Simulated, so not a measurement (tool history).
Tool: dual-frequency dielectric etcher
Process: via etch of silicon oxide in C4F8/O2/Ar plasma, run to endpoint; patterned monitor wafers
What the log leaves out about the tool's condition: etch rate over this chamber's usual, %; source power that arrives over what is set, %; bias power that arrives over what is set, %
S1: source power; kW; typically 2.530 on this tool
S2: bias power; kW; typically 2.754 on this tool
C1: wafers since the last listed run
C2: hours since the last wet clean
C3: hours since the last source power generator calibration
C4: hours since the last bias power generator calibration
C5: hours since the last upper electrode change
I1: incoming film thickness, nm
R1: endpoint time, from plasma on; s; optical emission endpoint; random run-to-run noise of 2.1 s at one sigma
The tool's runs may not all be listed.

run,hour,S1,S2,C1,C2,C3,C4,C5,I1,R1
1,0.0,2.530,2.754,0,256.7,4442.7,3408.7,2407.7,2248.7,385.6
2,80.6,2.530,2.754,257,337.3,4523.3,3489.3,2488.3,2251.4,386.7
# hour 135.9: wet clean of the chamber
3,165.2,2.530,2.754,193,29.3,4607.9,3573.9,2572.9,2268.5,388.9
4,259.7,2.530,2.754,301,123.8,4702.4,3668.4,2667.4,2256.4,387.9
5,349.0,2.530,2.754,285,213.1,4791.7,3757.7,2756.7,2263.2,388.9
6,434.4,2.530,2.754,272,298.5,4877.1,3843.1,2842.1,2238.7,384.6
7,483.8,2.530,2.754,157,347.9,4926.5,3892.5,2891.5,2262.2,387.7
# hour 527.6: wet clean of the chamber
8,528.1,2.530,2.754,64,0.5,4970.8,3936.8,2935.8,2245.0,387.5
9,612.6,2.860,2.315,269,85.0,5055.3,4021.3,3020.3,2262.1,380.1
10,715.1,2.360,2.164,327,187.5,5157.8,4123.8,3122.8,2237.4,434.7
# hour 813.3: upper electrode replaced
11,813.8,2.530,3.011,238,286.2,5256.5,4222.5,0.5,2266.7,380.0
# hour 845.0: source power generator calibrated
# hour 873.5: wet clean of the chamber
12,874.0,2.530,2.268,102,0.5,29.0,4282.7,60.7,2270.4,415.8
# hour 914.0: bias power generator calibrated
13,954.9,2.530,2.754,245,81.4,109.9,40.9,141.6,2251.2,386.1
14,1007.0,2.190,2.293,166,133.5,162.0,93.0,193.7,2249.4,453.8
15,1101.1,2.530,2.754,300,227.6,256.1,187.1,287.8,2268.6,391.3
16,1143.0,2.010,2.754,133,269.5,298.0,229.0,329.7,2251.3,450.4

Branching from run 16: 5 alternative next runs. What would each branch give?
A,1143.5,2.530,2.754,1,270.0,298.5,229.5,330.2,2271.6,?
B,1143.5,2.180,3.049,1,270.0,298.5,229.5,330.2,2271.6,?
C,1143.5,2.530,2.301,1,270.0,298.5,229.5,330.2,2271.6,?
D,1143.5,2.770,3.404,1,270.0,298.5,229.5,330.2,2271.6,?
E,1143.5,2.770,3.071,1,270.0,298.5,229.5,330.2,2271.6,?

run,R1
A,391.2
B,417.2
C,414.6
D,345.1
E,357.0
With the hidden condition removed and each run's random variation left untouched, the same runs would have given:
run,R1
A,391.2
B,417.2
C,414.6
D,345.1
E,357.0

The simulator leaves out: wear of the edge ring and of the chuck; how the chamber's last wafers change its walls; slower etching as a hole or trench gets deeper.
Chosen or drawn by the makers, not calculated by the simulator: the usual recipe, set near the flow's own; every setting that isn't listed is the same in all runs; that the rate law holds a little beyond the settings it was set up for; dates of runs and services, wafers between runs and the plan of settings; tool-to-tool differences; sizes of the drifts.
